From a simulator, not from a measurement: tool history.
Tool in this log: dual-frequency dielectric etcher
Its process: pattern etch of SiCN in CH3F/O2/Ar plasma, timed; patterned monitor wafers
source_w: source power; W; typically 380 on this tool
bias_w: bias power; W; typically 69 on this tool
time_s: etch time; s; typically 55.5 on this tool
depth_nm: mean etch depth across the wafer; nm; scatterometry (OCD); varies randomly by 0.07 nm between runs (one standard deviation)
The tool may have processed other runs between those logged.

run,day,source_w,bias_w,time_s,wafers since the last listed run,hours since the last wet clean,hours since the last source power generator calibration,hours since the last bias power generator calibration,hours since the last upper electrode change,hours since the gauge calibration,"read-back reference wafer on the same gauge, depth_nm",depth_nm
1,0.000,350,69,55.5,0,361.2,3885.9,3403.4,3679.1,646.3,16.97,20.06
# day 1.375: wet clean of the chamber
2,2.383,350,69,55.5,409,24.2,3943.1,3460.6,3736.3,703.5,17.01,19.19
3,4.133,350,69,55.5,517,66.2,3985.1,3502.6,3778.3,745.5,17.03,19.19
4,5.254,450,82,55.5,331,93.1,4012.0,3529.5,3805.2,772.4,16.99,23.46
5,6.462,380,69,61.5,357,122.1,4041.0,3558.5,3834.2,801.4,17.01,22.22
6,8.567,380,69,55.5,622,172.6,4091.5,3609.0,3884.7,851.9,16.98,20.18
7,11.533,380,69,55.5,877,243.8,4162.7,3680.2,3955.9,923.1,16.99,20.44
8,12.846,380,69,49.0,388,275.3,4194.2,3711.7,3987.4,954.6,16.98,18.00
9,14.367,380,69,49.0,449,311.8,4230.7,3748.2,4023.9,991.1,16.99,18.16
# day 16.283: wet clean of the chamber
10,16.304,380,69,55.5,277,0.5,4277.2,3794.7,4070.4,1037.6,17.02,19.85
11,17.067,380,69,55.5,225,18.8,4295.5,3813.0,4088.7,1055.9,16.99,19.82
# day 17.846: bias power generator calibrated
12,18.433,380,69,55.5,354,51.6,4328.3,14.1,4121.5,1088.7,17.00,19.92
# day 19.500: source power generator calibrated
13,19.708,380,69,55.5,327,82.2,5.0,44.7,4152.1,1119.3,16.99,19.94
14,21.138,380,58,55.5,422,116.5,39.3,79.0,4186.4,1153.6,16.98,18.38
15,23.946,380,69,64.0,830,183.9,106.7,146.4,4253.8,1221.0,17.00,23.34
16,26.529,380,86,46.5,764,245.9,168.7,208.4,4315.8,1283.0,17.00,18.90
17,27.708,380,69,55.5,348,274.2,197.0,236.7,4344.1,1311.3,17.00,20.51
18,28.950,380,69,63.5,367,304.0,226.8,266.5,4373.9,1341.1,17.01,23.46
# day 31.350: wet clean of the chamber
19,31.371,380,69,40.5,420,0.5,284.9,324.6,4432.0,1399.2,16.96,14.47
20,32.200,430,74,55.5,245,20.4,304.8,344.5,4451.9,1419.1,16.97,21.56
21,33.233,350,74,55.5,305,45.2,329.6,369.3,4476.7,1443.9,17.02,19.94
22,35.254,380,69,55.5,597,93.7,378.1,417.8,4525.2,1492.4,16.99,20.03
# day 35.504: gauge calibrated
23,36.571,380,69,66.5,389,125.3,409.7,449.4,4556.8,25.6,17.02,24.06
# day 40.092: upper electrode replaced
24,40.112,380,55,43.5,751,210.3,494.7,534.4,0.5,110.6,16.99,14.18
25,41.767,430,69,55.5,489,250.0,534.4,574.1,40.2,150.3,16.98,21.55
26,43.354,380,64,55.5,469,288.1,572.5,612.2,78.3,188.4,16.99,19.83
# day 45.942: wet clean of the chamber
27,45.962,310,76,45.5,475,0.5,635.1,674.8,140.9,251.0,17.01,15.54
28,48.588,380,69,55.5,776,63.5,698.1,737.8,203.9,314.0,17.01,19.97
29,51.438,330,59,64.5,843,131.9,766.5,806.2,272.3,382.4,16.98,20.37
30,53.196,380,69,63.0,520,174.1,808.7,848.4,314.5,424.6,17.01,22.76

4 ways to go on from here, each from the tool as it stands after run 30. What would each give?
A,53.212,380,69,55.5,4,174.5,809.1,848.8,314.9,425.0,?,?
B,53.212,380,57,55.5,4,174.5,809.1,848.8,314.9,425.0,?,?
C,53.212,420,84,42.5,4,174.5,809.1,848.8,314.9,425.0,?,?
D,53.212,320,74,65.5,4,174.5,809.1,848.8,314.9,425.0,?,?

run,"read-back reference wafer on the same gauge, depth_nm",depth_nm
A,17.01,20.27
B,17.01,18.47
C,17.01,17.79
D,17.01,22.98
With the hidden condition removed and each run's random variation left untouched, the same runs would have given:
run,depth_nm
A,19.88
B,18.11
C,17.44
D,22.54
